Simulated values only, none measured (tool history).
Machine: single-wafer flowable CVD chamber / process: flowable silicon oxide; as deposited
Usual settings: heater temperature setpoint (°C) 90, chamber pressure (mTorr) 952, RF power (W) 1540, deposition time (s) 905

run	day	heater temperature setpoint (°C)	chamber pressure (mTorr)	RF power (W)	deposition time (s)	read-back reference wafer on the same gauge, thickness_nm	mean film thickness on the monitor wafer (angstrom)
1	0	90	952	1540	905	998.641	7088.47
2	0.517	90	952	1540	905	1000.624	7067.22
3	1.771	90	952	1540	905	1001.391	7045.39
# day 2.233: gauge calibrated
4	2.258	90	952	1540	905	996.649	7065.09
5	3.917	90	952	1540	905	999.782	7030.78
# day 4.442: showerhead replaced
6	4.483	90	952	1540	905	999.224	7026.54
7	5.208	94	952	1540	905	998.042	6086.3
8	5.838	90	952	1540	905	999.974	7051.12
# day 6.179: thermocouple changed; heater temperature recalibrated
9	6.488	90	952	1540	905	1001.391	8783.04
10	7.096	102	952	1540	905	997.746	5541.03
# day 7.467: capacitance manometer re-zeroed and calibrated
11	7.733	102	952	1540	905	998.416	5466.53
12	8.971	98	952	1540	905	999.91	6425.86
13	9.233	90	952	1660	986	999.126	9671.9
14	9.846	90	952	1540	905	996.259	8507.31
# day 10.762: RF generator calibrated
15	10.783	103	1115	1415	823	999.078	5235.75
# day 11.033: gauge calibrated
16	11.183	90	952	1540	1029	998.573	9710.17
17	11.892	90	952	1540	905	996.543	8434.65
18	12.438	99	952	1540	823	999.908	5445.76
19	12.75	90	952	1540	905	997.737	8329.81
20	13.283	90	952	1540	780	999.416	7146.23
21	13.892	103	1115	1415	823	999.628	5187.73
22	14.362	94	952	1540	905	998.176	7187.64
23	14.629	94	952	1410	905	999.192	6767.85

5 options for the next run, each taken on its own from the tool as it stands now. Forecast them:
A	14.658	90	952	1540	905	?	?
B	14.658	90	952	1330	1001	?	?
C	14.658	90	749	1540	1039	?	?
D	14.658	80	776	1540	905	?	?
E	14.658	90	787	1540	905	?	?

run	read-back reference wafer on the same gauge, thickness_nm	mean film thickness on the monitor wafer (angstrom)
A	1000.45	8282.32
B	1000.45	8429.85
C	1000.45	7464.71
D	1000.45	9552.51
E	1000.45	6838.86
With the hidden condition removed and each run's random variation left untouched, the same runs would have given:
run	mean film thickness on the monitor wafer (angstrom)
A	8841.37
B	8998.86
C	7968.57
D	10061.55
E	7300.48

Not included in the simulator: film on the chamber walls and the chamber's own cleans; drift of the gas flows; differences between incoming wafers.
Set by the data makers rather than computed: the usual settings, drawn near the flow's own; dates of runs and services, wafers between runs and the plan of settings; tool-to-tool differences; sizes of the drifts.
